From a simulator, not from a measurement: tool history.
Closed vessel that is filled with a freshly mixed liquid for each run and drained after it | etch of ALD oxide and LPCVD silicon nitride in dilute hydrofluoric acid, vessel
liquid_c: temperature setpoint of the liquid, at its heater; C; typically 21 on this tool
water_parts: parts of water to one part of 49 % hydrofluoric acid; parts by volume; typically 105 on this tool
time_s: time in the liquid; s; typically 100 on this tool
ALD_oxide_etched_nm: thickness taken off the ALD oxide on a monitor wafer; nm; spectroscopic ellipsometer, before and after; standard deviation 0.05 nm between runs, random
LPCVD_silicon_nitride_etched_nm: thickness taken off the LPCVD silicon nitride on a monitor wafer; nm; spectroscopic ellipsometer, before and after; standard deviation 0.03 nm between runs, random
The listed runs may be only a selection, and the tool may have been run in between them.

| run | hour | liquid_c | water_parts | time_s | wafers since the last listed run | hours since the thermometer was replaced | hours since the hydrofluoric acid flow meter was replaced | hours since the gauge calibration | read-back film thickness of the ALD oxide reference wafer, read on the same gauge (nm) | read-back film thickness of the LPCVD silicon nitride reference wafer, read on the same gauge (nm) | ALD_oxide_etched_nm | LPCVD_silicon_nitride_etched_nm |
|---|---|---|---|---|---|---|---|---|---|---|---|---|
| 1 | 0 | 24.5 | 130 | 100 | 0 | 1978.1 | 1511.5 | 1408.4 | 80 | 50.017 | 9.07 | 0.358 |
| 2 | 79 | 21 | 75 | 70 | 8097 | 2057.1 | 1590.5 | 1487.4 | 79.98 | 50 | 10.32 | 0.389 |
| 3 | 152.9 | 21 | 75 | 70 | 7574 | 2131 | 1664.4 | 1561.3 | 80.01 | 49.999 | 10.23 | 0.359 |
| 4 | 195.7 | 21 | 75 | 70 | 4386 | 2173.8 | 1707.2 | 1604.1 | 80.01 | 50.012 | 10.26 | 0.356 |
| 5 | 273.4 | 21 | 105 | 100 | 7964 | 2251.5 | 1784.9 | 1681.8 | 79.98 | 49.99 | 10.05 | 0.36 |
|  | 333.5 | hydrofluoric acid flow meter replaced |
| 6 | 334 | 19.5 | 150 | 100 | 6108 | 2312.1 | 0.5 | 1742.4 | 80.01 | 49.954 | 6.57 | 0.268 |
| 7 | 424.8 | 21 | 105 | 140 | 9306 | 2402.9 | 91.3 | 1833.2 | 79.99 | 50.008 | 14.68 | 0.566 |
| 8 | 490.2 | 21 | 105 | 100 | 6703 | 2468.3 | 156.7 | 1898.6 | 79.99 | 50.008 | 10.41 | 0.379 |
| 9 | 561.8 | 21 | 105 | 40 | 7338 | 2539.9 | 228.3 | 1970.2 | 80.01 | 49.939 | 4.16 | 0.174 |
| 10 | 602.8 | 21 | 140 | 135 | 4202 | 2580.9 | 269.3 | 2011.2 | 79.96 | 49.984 | 10.26 | 0.378 |
| 11 | 705.5 | 18.5 | 105 | 150 | 10526 | 2683.6 | 372 | 2113.9 | 80.01 | 50.015 | 14.07 | 0.486 |
| 12 | 791.4 | 21 | 105 | 100 | 8804 | 2769.5 | 457.9 | 2199.8 | 80 | 49.999 | 10.56 | 0.382 |
|  | 801.8 | thermometer replaced |
| 13 | 884.9 | 21 | 105 | 100 | 9481 | 83.1 | 551.4 | 2293.3 | 80 | 49.969 | 10.1 | 0.393 |
|  | 904.1 | gauge calibrated |
| 14 | 926.9 | 21 | 105 | 100 | 4304 | 125.1 | 593.4 | 22.8 | 79.98 | 49.985 | 10.03 | 0.374 |
| 15 | 977.9 | 17 | 85 | 145 | 5227 | 176.1 | 644.4 | 73.8 | 79.97 | 50.004 | 15.65 | 0.531 |
| 16 | 1063 | 17 | 125 | 100 | 8722 | 261.2 | 729.5 | 158.9 | 80.03 | 49.982 | 7.02 | 0.233 |
| 17 | 1120 | 17 | 105 | 100 | 5842 | 318.2 | 786.5 | 215.9 | 80.03 | 49.985 | 8.47 | 0.286 |
| 18 | 1162.5 | 25 | 65 | 120 | 4356 | 360.7 | 829 | 258.4 | 80 | 50.015 | 23.98 | 0.807 |
| 19 | 1254.5 | 25 | 80 | 125 | 9429 | 452.7 | 921 | 350.4 | 80.04 | 50.003 | 19.89 | 0.952 |
| 20 | 1301.1 | 21 | 135 | 100 | 4776 | 499.3 | 967.6 | 397 | 79.99 | 50.026 | 7.51 | 0.32 |
| 21 | 1399 | 21 | 105 | 80 | 10034 | 597.2 | 1065.5 | 494.9 | 80 | 50.009 | 8.02 | 0.289 |
| 22 | 1492.4 | 24 | 140 | 130 | 9573 | 690.6 | 1158.9 | 588.3 | 79.98 | 49.991 | 10.54 | 0.492 |
| 23 | 1571.9 | 21 | 135 | 100 | 8148 | 770.1 | 1238.4 | 667.8 | 79.98 | 50 | 7.56 | 0.321 |
| 24 | 1618.7 | 18.5 | 140 | 120 | 4796 | 816.9 | 1285.2 | 714.6 | 79.97 | 50.031 | 7.76 | 0.287 |
| 25 | 1698.1 | 25.5 | 105 | 60 | 8138 | 896.3 | 1364.6 | 794 | 80.02 | 49.982 | 7.13 | 0.327 |

Forecast each of these 5 alternatives for the next run:
| A | 1698.8 | 21 | 105 | 100 | 71 | 897 | 1365.3 | 794.7 | ? | ? | ? | ? |
| B | 1698.8 | 17 | 105 | 80 | 71 | 897 | 1365.3 | 794.7 | ? | ? | ? | ? |
| C | 1698.8 | 25 | 125 | 80 | 71 | 897 | 1365.3 | 794.7 | ? | ? | ? | ? |
| D | 1698.8 | 21 | 105 | 75 | 71 | 897 | 1365.3 | 794.7 | ? | ? | ? | ? |
| E | 1698.8 | 17 | 125 | 50 | 71 | 897 | 1365.3 | 794.7 | ? | ? | ? | ? |

| run | read-back film thickness of the ALD oxide reference wafer, read on the same gauge (nm) | read-back film thickness of the LPCVD silicon nitride reference wafer, read on the same gauge (nm) | ALD_oxide_etched_nm | LPCVD_silicon_nitride_etched_nm |
|---|---|---|---|---|
| A | 79.99 | 49.983 | 10.01 | 0.369 |
| B | 79.99 | 49.983 | 6.8 | 0.224 |
| C | 79.99 | 49.983 | 7.68 | 0.323 |
| D | 79.99 | 49.983 | 7.51 | 0.276 |
| E | 79.99 | 49.983 | 3.49 | 0.119 |
Stripped of hidden state, with their random variation kept, the same runs would have yielded:
| run | ALD_oxide_etched_nm | LPCVD_silicon_nitride_etched_nm |
|---|---|---|
| A | 10.31 | 0.374 |
| B | 6.99 | 0.227 |
| C | 7.93 | 0.328 |
| D | 7.73 | 0.28 |
| E | 3.6 | 0.12 |
